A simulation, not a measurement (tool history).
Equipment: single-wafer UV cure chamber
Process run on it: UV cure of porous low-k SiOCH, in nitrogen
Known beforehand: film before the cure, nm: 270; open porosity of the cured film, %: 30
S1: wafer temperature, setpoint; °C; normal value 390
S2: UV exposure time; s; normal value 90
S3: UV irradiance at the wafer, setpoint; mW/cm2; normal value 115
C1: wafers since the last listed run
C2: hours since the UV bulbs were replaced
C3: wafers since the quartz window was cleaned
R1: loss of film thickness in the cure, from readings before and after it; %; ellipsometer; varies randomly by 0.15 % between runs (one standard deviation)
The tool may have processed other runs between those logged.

run,hour,S1,S2,S3,C1,C2,C3,R1
1,0.0,390,75,115,0,1727.7,759,9.369
2,107.9,390,75,115,528,1835.6,1287,8.889
3,161.5,390,75,115,262,1889.2,1550,9.001
4,216.5,390,90,141,269,1944.2,1819,11.043
5,281.6,390,90,141,318,2009.3,2137,10.598
6,384.6,390,90,115,504,2112.3,2641,9.624
# hour 441.9: quartz window cleaned
7,461.3,390,90,115,336,2189.0,94,10.409
8,543.0,390,90,125,399,2270.7,494,10.756
9,630.3,390,90,125,427,2358.0,921,10.700
10,689.6,390,90,125,290,2417.3,1212,10.365
11,779.9,390,90,115,441,2507.6,1653,9.758
12,881.0,390,90,115,494,2608.7,2148,9.486
13,917.2,390,90,115,177,2644.9,2325,9.708
14,981.8,390,90,115,316,2709.5,2641,9.644
# hour 1039.8: quartz window cleaned
15,1058.5,390,90,115,336,2786.2,91,10.990
16,1145.5,384,120,115,425,2873.2,517,11.577
17,1206.5,402,130,90,298,2934.2,815,11.237
18,1285.0,400,105,136,384,3012.7,1199,11.858
19,1390.7,390,70,115,517,3118.4,1717,8.667
# hour 1405.2: UV bulbs replaced
20,1445.9,390,90,115,230,40.7,1948,9.958
21,1547.9,381,40,150,499,142.7,2447,6.907
22,1605.2,390,135,149,280,200.0,2727,13.311
23,1683.5,390,90,115,383,278.3,3110,9.712
# hour 1741.8: quartz window cleaned
24,1744.8,402,90,115,260,339.6,14,11.113
25,1783.9,390,105,115,191,378.7,205,11.641
26,1880.8,379,70,105,474,475.6,679,8.435
27,1953.6,395,50,115,356,548.4,1036,7.299
28,2022.5,390,90,115,337,617.3,1373,9.908
29,2082.9,390,90,115,295,677.7,1668,9.862
30,2144.6,402,55,135,301,739.4,1970,8.293
31,2182.0,378,35,115,183,776.8,2153,5.021

Below are 4 alternative next runs, each starting from the tool's condition after run 31. Predict each:
A,2182.5,390,90,115,2,777.3,2156,?
B,2182.5,408,90,115,2,777.3,2156,?
C,2182.5,373,135,79,2,777.3,2156,?
D,2182.5,390,70,155,2,777.3,2156,?

run,R1
A,9.536
B,9.886
C,9.341
D,9.774
Without the tool's hidden state the same runs would have given:
run,R1
A,10.648
B,11.003
C,10.449
D,10.889
